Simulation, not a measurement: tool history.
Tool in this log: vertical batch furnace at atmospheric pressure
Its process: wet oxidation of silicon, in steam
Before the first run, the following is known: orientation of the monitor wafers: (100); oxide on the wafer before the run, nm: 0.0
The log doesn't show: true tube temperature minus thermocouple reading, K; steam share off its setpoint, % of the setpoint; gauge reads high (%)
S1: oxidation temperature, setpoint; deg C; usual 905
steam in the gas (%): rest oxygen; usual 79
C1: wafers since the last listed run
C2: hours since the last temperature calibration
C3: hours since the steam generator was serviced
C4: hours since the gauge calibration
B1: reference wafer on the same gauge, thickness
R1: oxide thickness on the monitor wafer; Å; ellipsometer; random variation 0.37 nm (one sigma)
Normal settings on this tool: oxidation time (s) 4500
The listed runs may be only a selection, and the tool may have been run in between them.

{"run": 1, "hour": 0.0, "S1": 888, "oxidation time (s)": 4500, "steam in the gas (%)": 79, "C1": 0, "C2": 3183.8, "C3": 3013.2, "C4": 1001.3, "B1": 219.1, "R1": 1432.8}
{"run": 2, "hour": 63.1, "S1": 888, "oxidation time (s)": 4500, "steam in the gas (%)": 79, "C1": 815, "C2": 3246.9, "C3": 3076.3, "C4": 1064.4, "B1": 219.15, "R1": 1430}
{"run": 3, "hour": 131.6, "S1": 888, "oxidation time (s)": 4500, "steam in the gas (%)": 79, "C1": 885, "C2": 3315.4, "C3": 3144.8, "C4": 1132.9, "B1": 219, "R1": 1426.7}
{"run": 4, "hour": 198.1, "S1": 912, "oxidation time (s)": 5250, "steam in the gas (%)": 79, "C1": 859, "C2": 3381.9, "C3": 3211.3, "C4": 1199.4, "B1": 219.12, "R1": 2274.4}
{"run": 5, "hour": 251.6, "S1": 912, "oxidation time (s)": 5250, "steam in the gas (%)": 79, "C1": 691, "C2": 3435.4, "C3": 3264.8, "C4": 1252.9, "B1": 219.04, "R1": 2267.6}
{"run": 6, "hour": 317.7, "S1": 912, "oxidation time (s)": 5250, "steam in the gas (%)": 79, "C1": 854, "C2": 3501.5, "C3": 3330.9, "C4": 1319, "B1": 219.02, "R1": 2268.5}
{"run": 7, "hour": 370.7, "S1": 905, "oxidation time (s)": 4500, "steam in the gas (%)": 79, "C1": 685, "C2": 3554.5, "C3": 3383.9, "C4": 1372, "B1": 219.05, "R1": 1824.8}
{"run": 8, "hour": 422.5, "S1": 905, "oxidation time (s)": 5610, "steam in the gas (%)": 79, "C1": 669, "C2": 3606.3, "C3": 3435.7, "C4": 1423.8, "B1": 219.05, "R1": 2210}
{"run": 9, "hour": 456.6, "S1": 905, "oxidation time (s)": 5610, "steam in the gas (%)": 79, "C1": 440, "C2": 3640.4, "C3": 3469.8, "C4": 1457.9, "B1": 218.95, "R1": 2203.4}
{"run": 10, "hour": 520.1, "S1": 905, "oxidation time (s)": 4500, "steam in the gas (%)": 79, "C1": 820, "C2": 3703.9, "C3": 3533.3, "C4": 1521.4, "B1": 219.02, "R1": 1818.4}
{"run": 11, "hour": 557.5, "S1": 905, "oxidation time (s)": 3960, "steam in the gas (%)": 79, "C1": 483, "C2": 3741.3, "C3": 3570.7, "C4": 1558.8, "B1": 219.06, "R1": 1627.8}
{"hour": 608.0, "done": "steam generator serviced"}
{"run": 12, "hour": 619.6, "S1": 905, "oxidation time (s)": 3960, "steam in the gas (%)": 79, "C1": 492, "C2": 3803.4, "C3": 11.6, "C4": 1620.9, "B1": 218.98, "R1": 1684.5}
{"hour": 686.6, "done": "thermocouples replaced and temperature profile calibrated"}
{"run": 13, "hour": 687.1, "S1": 905, "oxidation time (s)": 4500, "steam in the gas (%)": 79, "C1": 562, "C2": 0.5, "C3": 79.1, "C4": 1688.4, "B1": 219.05, "R1": 1839.8}
{"hour": 725.9, "done": "gauge calibrated"}
{"run": 14, "hour": 727.5, "S1": 905, "oxidation time (s)": 4500, "steam in the gas (%)": 79, "C1": 522, "C2": 40.9, "C3": 119.5, "C4": 1.6, "B1": 219.02, "R1": 1838.2}
{"run": 15, "hour": 787.9, "S1": 894, "oxidation time (s)": 4500, "steam in the gas (%)": 79, "C1": 780, "C2": 101.3, "C3": 179.9, "C4": 62, "B1": 218.95, "R1": 1578.5}
{"run": 16, "hour": 856.7, "S1": 915, "oxidation time (s)": 4500, "steam in the gas (%)": 79, "C1": 889, "C2": 170.1, "C3": 248.7, "C4": 130.8, "B1": 218.95, "R1": 2075.8}
{"run": 17, "hour": 924.9, "S1": 905, "oxidation time (s)": 4500, "steam in the gas (%)": 79, "C1": 881, "C2": 238.3, "C3": 316.9, "C4": 199, "B1": 219.06, "R1": 1842.4}
{"run": 18, "hour": 983.8, "S1": 905, "oxidation time (s)": 4500, "steam in the gas (%)": 79, "C1": 761, "C2": 297.2, "C3": 375.8, "C4": 257.9, "B1": 218.98, "R1": 1832.7}
{"run": 19, "hour": 1027.9, "S1": 905, "oxidation time (s)": 5910, "steam in the gas (%)": 84, "C1": 570, "C2": 341.3, "C3": 419.9, "C4": 302, "B1": 218.94, "R1": 2452.7}
{"run": 20, "hour": 1064.3, "S1": 881, "oxidation time (s)": 3180, "steam in the gas (%)": 73, "C1": 470, "C2": 377.7, "C3": 456.3, "C4": 338.4, "B1": 218.94, "R1": 866.2}
{"run": 21, "hour": 1099.7, "S1": 905, "oxidation time (s)": 2760, "steam in the gas (%)": 79, "C1": 457, "C2": 413.1, "C3": 491.7, "C4": 373.8, "B1": 219.03, "R1": 1186.1}
{"run": 22, "hour": 1147.9, "S1": 888, "oxidation time (s)": 5730, "steam in the gas (%)": 79, "C1": 623, "C2": 461.3, "C3": 539.9, "C4": 422, "B1": 219.05, "R1": 1795}
{"run": 23, "hour": 1172.4, "S1": 887, "oxidation time (s)": 2400, "steam in the gas (%)": 79, "C1": 316, "C2": 485.8, "C3": 564.4, "C4": 446.5, "B1": 219.01, "R1": 788.9}
{"run": 24, "hour": 1199.0, "S1": 915, "oxidation time (s)": 4500, "steam in the gas (%)": 85, "C1": 343, "C2": 512.4, "C3": 591, "C4": 473.1, "B1": 219.01, "R1": 2213.8}
{"run": 25, "hour": 1254.0, "S1": 905, "oxidation time (s)": 4500, "steam in the gas (%)": 79, "C1": 711, "C2": 567.4, "C3": 646, "C4": 528.1, "B1": 219.05, "R1": 1842.6}
{"run": 26, "hour": 1292.7, "S1": 924, "oxidation time (s)": 2910, "steam in the gas (%)": 84, "C1": 500, "C2": 606.1, "C3": 684.7, "C4": 566.8, "B1": 218.96, "R1": 1668.2}
{"run": 27, "hour": 1353.7, "S1": 905, "oxidation time (s)": 4500, "steam in the gas (%)": 85, "C1": 788, "C2": 667.1, "C3": 745.7, "C4": 627.8, "B1": 218.93, "R1": 1971.3}
{"run": 28, "hour": 1379.3, "S1": 915, "oxidation time (s)": 4500, "steam in the gas (%)": 79, "C1": 330, "C2": 692.7, "C3": 771.3, "C4": 653.4, "B1": 219.03, "R1": 2078.7}
{"run": 29, "hour": 1425.0, "S1": 929, "oxidation time (s)": 4500, "steam in the gas (%)": 79, "C1": 590, "C2": 738.4, "C3": 817, "C4": 699.1, "B1": 219.07, "R1": 2418.1}

Branching from run 29: 4 alternative next runs. What would each branch give?
{"run": "A", "hour": 1429.5, "S1": 905, "oxidation time (s)": 3570, "steam in the gas (%)": 79, "C1": 58, "C2": 742.9, "C3": 821.5, "C4": 703.6, "B1": "?", "R1": "?"}
{"run": "B", "hour": 1429.5, "S1": 905, "oxidation time (s)": 5100, "steam in the gas (%)": 79, "C1": 58, "C2": 742.9, "C3": 821.5, "C4": 703.6, "B1": "?", "R1": "?"}
{"run": "C", "hour": 1429.5, "S1": 881, "oxidation time (s)": 4500, "steam in the gas (%)": 90, "C1": 58, "C2": 742.9, "C3": 821.5, "C4": 703.6, "B1": "?", "R1": "?"}
{"run": "D", "hour": 1429.5, "S1": 922, "oxidation time (s)": 6510, "steam in the gas (%)": 83, "C1": 58, "C2": 742.9, "C3": 821.5, "C4": 703.6, "B1": "?", "R1": "?"}

run=A B1=219.04 R1=1494.3
run=B B1=219.04 R1=2048.5
run=C B1=219.04 R1=1456.5
run=D B1=219.04 R1=3169.9
The same runs, with their run-to-run variation unchanged, on a tool lacking any hidden condition would have given:
run=A R1=1484.8
run=B R1=2036.5
run=C R1=1444.4
run=D R1=3159.8

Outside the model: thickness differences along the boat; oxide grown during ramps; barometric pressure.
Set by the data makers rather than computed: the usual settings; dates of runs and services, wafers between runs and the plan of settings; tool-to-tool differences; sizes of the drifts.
